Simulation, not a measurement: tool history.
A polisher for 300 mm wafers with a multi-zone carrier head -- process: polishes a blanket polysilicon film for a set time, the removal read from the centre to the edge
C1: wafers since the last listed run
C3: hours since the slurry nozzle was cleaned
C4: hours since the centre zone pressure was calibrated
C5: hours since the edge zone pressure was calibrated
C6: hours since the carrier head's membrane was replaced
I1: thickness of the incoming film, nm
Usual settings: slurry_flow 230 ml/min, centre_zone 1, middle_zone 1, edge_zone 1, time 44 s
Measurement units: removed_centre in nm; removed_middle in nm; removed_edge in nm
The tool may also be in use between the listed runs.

Run 1, hour 0: usual settings but time 37 s; C1 0; wafers polished on this pad 23; C3 566.4; C4 410.9; C5 915; C6 1370.7; I1 1328.3. Result: removed_centre 333.2 nm, removed_middle 343.1 nm, removed_edge 349.1 nm.
Run 2, hour 8.2: usual settings; C1 70; wafers polished on this pad 94; C3 574.6; C4 419.1; C5 923.2; C6 1378.9; I1 1333.9. Result: removed_centre 389.6 nm, removed_middle 404.8 nm, removed_edge 406.1 nm.
Run 3, hour 16.3: usual settings; C1 70; wafers polished on this pad 164; C3 582.7; C4 427.2; C5 931.3; C6 1387; I1 1330.4. Result: removed_centre 386.2 nm, removed_middle 405.3 nm, removed_edge 417.4 nm.
Run 4, hour 23.4: usual settings; C1 61; wafers polished on this pad 225; C3 589.8; C4 434.3; C5 938.4; C6 1394.1; I1 1306.8. Result: removed_centre 383.6 nm, removed_middle 406.4 nm, removed_edge 410.1 nm.
Run 5, hour 35.1: usual settings; C1 101; wafers polished on this pad 326; C3 601.5; C4 446; C5 950.1; C6 1405.8; I1 1328.6. Result: removed_centre 379.2 nm, removed_middle 395.6 nm, removed_edge 401.9 nm.
Run 6, hour 49.9: usual settings; C1 127; wafers polished on this pad 454; C3 616.3; C4 460.8; C5 964.9; C6 1420.6; I1 1327.1. Result: removed_centre 372 nm, removed_middle 386.5 nm, removed_edge 392.3 nm.
At hour 60.7: centre zone pressure recalibrated.
Run 7, hour 64.3: usual settings; C1 107; wafers polished on this pad 562; C3 630.7; C4 3.6; C5 979.3; C6 1435; I1 1315.9. Result: removed_centre 360.9 nm, removed_middle 386.1 nm, removed_edge 387.3 nm.
At hour 76.1: worn pad replaced by a new one.
Run 8, hour 76.6: usual settings but time 33 s; C1 71; wafers polished on this pad 4; C3 643; C4 15.9; C5 991.6; C6 1447.3; I1 1330.6. Result: removed_centre 277.3 nm, removed_middle 295.5 nm, removed_edge 299.3 nm.
At hour 91.5: slurry nozzle cleaned.
Run 9, hour 92: usual settings but slurry_flow 180 ml/min, edge_zone 0.94, time 35 s; C1 124; wafers polished on this pad 128; C3 0.5; C4 31.3; C5 1007; C6 1462.7; I1 1296.2. Result: removed_centre 324.2 nm, removed_middle 338.6 nm, removed_edge 329.8 nm.
At hour 100.9: carrier head's membrane replaced by a new one.
Run 10, hour 104.2: usual settings; C1 62; wafers polished on this pad 190; C3 12.7; C4 43.5; C5 1019.2; C6 3.3; I1 1308.5. Result: removed_centre 427.7 nm, removed_middle 440.4 nm, removed_edge 438.2 nm.
At hour 113.1: edge zone pressure recalibrated.
Run 11, hour 117.1: usual settings but slurry_flow 260 ml/min, time 36 s; C1 94; wafers polished on this pad 285; C3 25.6; C4 56.4; C5 4; C6 16.2; I1 1332.9. Result: removed_centre 358.9 nm, removed_middle 367.3 nm, removed_edge 355.4 nm.
Run 12, hour 134.1: usual settings but edge_zone 0.9; C1 146; wafers polished on this pad 432; C3 42.6; C4 73.4; C5 21; C6 33.2; I1 1294.1. Result: removed_centre 426.2 nm, removed_middle 443.8 nm, removed_edge 412 nm.
At hour 145.7: worn pad replaced by a new one.
Run 13, hour 147.7: usual settings but slurry_flow 250 ml/min, middle_zone 1.05, edge_zone 1.06, time 48 s; C1 82; wafers polished on this pad 17; C3 56.2; C4 87; C5 34.6; C6 46.8; I1 1319.4. Result: removed_centre 481.6 nm, removed_middle 515.2 nm, removed_edge 503.4 nm.
Run 14, hour 160.7: usual settings but slurry_flow 185 ml/min, centre_zone 1.05, edge_zone 0.9; C1 112; wafers polished on this pad 129; C3 69.2; C4 100; C5 47.6; C6 59.8; I1 1306. Result: removed_centre 445.5 nm, removed_middle 436.2 nm, removed_edge 404.4 nm.
Run 15, hour 173.9: usual settings but centre_zone 0.92, edge_zone 1.08; C1 114; wafers polished on this pad 244; C3 82.4; C4 113.2; C5 60.8; C6 73; I1 1302.9. Result: removed_centre 395.7 nm, removed_middle 451.1 nm, removed_edge 457.3 nm.
Run 16, hour 182.1: usual settings but time 37 s; C1 70; wafers polished on this pad 314; C3 90.6; C4 121.4; C5 69; C6 81.2; I1 1321.2. Result: removed_centre 364.2 nm, removed_middle 368.8 nm, removed_edge 367.8 nm.
Run 17, hour 197.2: usual settings but slurry_flow 280 ml/min, centre_zone 1.04, middle_zone 1.12, time 50 s; C1 130; wafers polished on this pad 445; C3 105.7; C4 136.5; C5 84.1; C6 96.3; I1 1318.9. Result: removed_centre 514.9 nm, removed_middle 562.1 nm, removed_edge 514.4 nm.

The tool's hidden state at each run:
deviation of the centre zone's pressure from its setpoint, %: 0 in every run
deviation of the edge zone's pressure from its setpoint, %: 0 in every run
H1: removal rate lost through wear of the pad, %
H2: slurry flow missing at the pad, %
run     H1     H2
  1  0.283   39.6
  2  0.617   40.6
  3  0.947   41.6
  4   1.24   42.5
  5   1.71     44
  6   2.32   45.9
  7   2.91   47.9
  8  0.256   49.5
  9  0.884  0.281
 10   1.38  0.298
 11   1.91  0.351
 12    2.6  0.475
 13  0.164  0.619
 14  0.694  0.794
 15   1.23   1.01
 16   1.57   1.16
 17   2.18   1.48
